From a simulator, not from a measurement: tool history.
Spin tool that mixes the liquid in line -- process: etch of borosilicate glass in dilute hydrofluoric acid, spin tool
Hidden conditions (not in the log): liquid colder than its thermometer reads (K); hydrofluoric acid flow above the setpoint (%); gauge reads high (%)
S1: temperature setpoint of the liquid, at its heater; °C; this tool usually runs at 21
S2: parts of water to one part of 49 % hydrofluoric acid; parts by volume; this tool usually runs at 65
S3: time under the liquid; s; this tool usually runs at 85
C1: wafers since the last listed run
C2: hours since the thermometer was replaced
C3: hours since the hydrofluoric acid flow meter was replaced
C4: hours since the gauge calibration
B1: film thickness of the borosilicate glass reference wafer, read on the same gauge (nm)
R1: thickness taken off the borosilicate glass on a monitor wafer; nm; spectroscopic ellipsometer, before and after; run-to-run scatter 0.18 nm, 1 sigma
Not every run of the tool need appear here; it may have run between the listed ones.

run,hour,S1,S2,S3,C1,C2,C3,C4,B1,R1
1,0,21,65,85,0,1365.7,534.2,302.4,129.98,22.98
2,28.6,21,65,85,309,1394.3,562.8,331,129.98,23.19
3,63.4,21,65,85,376,1429.1,597.6,365.8,130.03,22.98
4,94.5,21,65,85,336,1460.2,628.7,396.9,130.01,23.32
5,112.9,21,65,85,199,1478.6,647.1,415.3,130.05,23.13
6,136.6,21,65,85,256,1502.3,670.8,439,130.01,23.09
7,168.4,21,55,85,344,1534.1,702.6,470.8,130,27.29
# hour 194.7: hydrofluoric acid flow meter replaced
8,195.6,21,55,85,283,1561.3,0.9,498,129.98,27.3
9,219.8,21,50,105,262,1585.5,25.1,522.2,130,37.25
10,245.3,21,50,105,276,1611,50.6,547.7,130.03,37.81
11,274.8,21,50,105,319,1640.5,80.1,577.2,129.97,37.38
12,310.4,24,45,85,385,1676.1,115.7,612.8,130.01,38.41
13,342,21,65,85,342,1707.7,147.3,644.4,129.98,23.08
14,354.9,21,65,85,139,1720.6,160.2,657.3,130.04,22.77
15,372.2,21,65,85,187,1737.9,177.5,674.6,130,22.94
16,388.5,18.5,95,100,176,1754.2,193.8,690.9,130,15.91
# hour 423.9: thermometer replaced
17,479.9,21,65,85,978,56,285.2,782.3,130.01,24.18
18,516.1,24.5,85,85,391,92.2,321.4,818.5,129.97,20.73
19,532.5,21,65,60,177,108.6,337.8,834.9,129.98,16.86
20,549.7,21,45,130,186,125.8,355,852.1,129.99,53.7
21,578.3,21,65,85,309,154.4,383.6,880.7,130.05,24.01
# hour 607.8: gauge calibrated
22,610.5,21,65,85,348,186.6,415.8,2.7,130.03,23.81
23,634.3,21,65,85,257,210.4,439.6,26.5,130,23.82
24,659.3,24,45,120,270,235.4,464.6,51.5,129.98,57.33
25,689,17.5,85,130,321,265.1,494.3,81.2,130.01,23.65
26,701.7,26,65,85,137,277.8,507,93.9,129.98,29.11
27,717.5,17.5,40,50,171,293.6,522.8,109.7,130.03,20.22
28,736,21,65,50,200,312.1,541.3,128.2,130,13.97
29,755.3,21,40,55,208,331.4,560.6,147.5,129.99,25.77
30,782,21,65,55,289,358.1,587.3,174.2,129.98,15.38
31,877,17,90,85,1028,453.1,682.3,269.2,129.95,14.22
32,889.8,18,80,105,138,465.9,695.1,282,130,20.46
33,903.1,23,35,40,144,479.2,708.4,295.3,129.98,23.57

Measured less the same run without the tool's hidden state. The same run-to-run variation is in both; the gauge's scatter may not be:
run,R1
1,-1.02
2,-1.06
3,-1.07
4,-1.11
5,-1.11
6,-1.13
7,-1.37
8,-1.39
9,-1.94
10,-2
11,-2.01
12,-2.07
13,-1.28
14,-1.27
15,-1.29
16,-0.91
17,-0.2
18,-0.18
19,-0.17
20,-0.55
21,-0.26
22,-0.28
23,-0.31
24,-0.76
25,-0.35
26,-0.41
27,-0.32
28,-0.22
29,-0.42
30,-0.26
31,-0.29
32,-0.42
33,-0.49

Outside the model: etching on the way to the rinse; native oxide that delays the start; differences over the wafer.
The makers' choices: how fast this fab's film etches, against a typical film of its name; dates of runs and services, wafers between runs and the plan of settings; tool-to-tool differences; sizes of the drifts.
